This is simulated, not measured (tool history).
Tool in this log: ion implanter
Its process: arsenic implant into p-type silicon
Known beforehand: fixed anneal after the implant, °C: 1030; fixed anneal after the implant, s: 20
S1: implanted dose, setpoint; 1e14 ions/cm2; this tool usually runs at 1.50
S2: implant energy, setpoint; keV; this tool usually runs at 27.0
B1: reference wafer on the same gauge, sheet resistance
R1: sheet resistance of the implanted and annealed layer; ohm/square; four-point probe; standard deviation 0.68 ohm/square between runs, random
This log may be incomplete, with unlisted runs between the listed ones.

run	hour	S1	S2	B1	R1
1	0.0	1.50	27.0	539.92	459.49
2	53.0	1.50	27.0	539.85	459.74
3	107.0	1.50	27.0	539.92	459.92
4	174.0	1.50	30.5	540.05	451.22
5	234.9	1.50	30.5	540.00	451.84
# hour 246.7: Faraday cup replaced and dose calibrated
6	268.4	1.50	30.5	540.02	444.67
7	315.7	1.50	31.0	540.05	444.24
8	386.3	1.50	27.0	539.79	456.61
# hour 415.2: extraction supply calibrated
9	437.6	1.23	23.0	539.92	540.52
# hour 457.8: gauge calibrated
10	491.6	1.09	27.0	539.87	573.64
11	558.6	1.64	20.5	539.80	449.51
12	604.2	1.63	31.5	540.07	422.40
13	658.6	1.81	27.0	539.97	401.24
14	722.1	1.50	27.0	539.87	460.17
15	753.2	1.16	24.0	540.01	562.94

Below, some changes in R1 between adjacent runs. For each, the amount present without the hidden state too (settings, incoming material, random variation) and the amount remaining for the hidden state with gauge scatter not shared by both compared results:
What the log doesn't record here: deviation of the true dose from the Faraday cup's reading, %; deviation of the true energy from its setpoint, %; gauge reads high (%).
Run 5 -> 6: Faraday cup replaced and dose calibrated. R1 -7.17 ohm/square: hidden state -7.38, all else +0.21.
Run 10 -> 11: S1 1.09 -> 1.64, S2 27.0 -> 20.5. R1 -124.13 ohm/square: hidden state -0.29, all else -123.84.

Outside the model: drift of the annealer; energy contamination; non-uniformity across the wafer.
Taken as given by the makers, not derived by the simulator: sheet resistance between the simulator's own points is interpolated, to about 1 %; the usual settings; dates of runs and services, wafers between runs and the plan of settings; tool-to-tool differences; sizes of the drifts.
